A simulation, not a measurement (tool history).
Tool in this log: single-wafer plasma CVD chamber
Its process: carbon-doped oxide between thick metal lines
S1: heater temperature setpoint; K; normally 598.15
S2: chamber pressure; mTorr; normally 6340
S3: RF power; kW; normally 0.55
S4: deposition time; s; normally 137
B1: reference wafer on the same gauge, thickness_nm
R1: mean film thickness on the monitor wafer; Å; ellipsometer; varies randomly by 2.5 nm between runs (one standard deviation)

run	hour	S1	S2	S3	S4	B1	R1
1	0	598.15	6340	0.525	144	710.147	8031.49
2	43	598.15	6340	0.525	144	709.817	8086.69
3	108.7	598.15	6340	0.525	144	710.055	8091.37
4	170	598.15	6340	0.55	137	709.568	7800.97
5	196.6	598.15	6340	0.55	137	709.767	7815.75
6	262.5	598.15	6340	0.55	137	710.209	7823
# hour 300.9: RF generator calibrated
7	324.4	598.15	7490	0.55	137	709.805	7919.62
8	368.6	598.15	6340	0.55	137	709.926	7800.92
9	437.4	598.15	6340	0.55	137	709.798	7807.96
10	488.2	603.15	5480	0.55	124	710.529	6763.01
# hour 540.4: thermocouple changed; heater temperature recalibrated
11	544.2	598.15	4830	0.55	137	710.59	7383.05
12	608.6	598.15	5840	0.55	137	709.977	7701.97
13	653.3	611.15	6340	0.55	119	710.4	6453.15
# hour 731.4: capacitance manometer re-zeroed and calibrated
14	731.9	598.15	6340	0.55	137	710.113	7853.4
15	753	612.15	6340	0.55	137	709.866	7448.69
# hour 761.3: showerhead replaced
# hour 761.5: gauge calibrated
16	802.8	598.15	6340	0.55	137	709.881	7810.24
17	827	598.15	6340	0.55	137	710.115	7789.29
18	890.6	589.15	7200	0.55	137	709.752	8146
19	952.1	612.15	6340	0.46	137	709.924	6952.88
20	1013.6	586.15	6340	0.55	137	709.993	8251.79
21	1079.9	598.15	6340	0.55	137	709.937	7784.44
22	1151.4	606.15	5350	0.55	137	709.488	7343.53
23	1191.2	598.15	6340	0.605	137	709.834	8112.57
# hour 1207: RF generator calibrated
24	1237.3	598.15	7360	0.595	137	710.572	8142.38
25	1292.5	586.15	7110	0.475	151	710.385	8627.23
26	1317.8	606.15	6340	0.49	110	709.826	5816.83

Estimate the outcome of run 27 from the log above:
27	1347	598.15	5490	0.455	137	?	?

Run 27 measured B1 710.281, R1 7079.48 Å.
With no hidden state in the tool, this same run would have given R1 7079.48 Å.
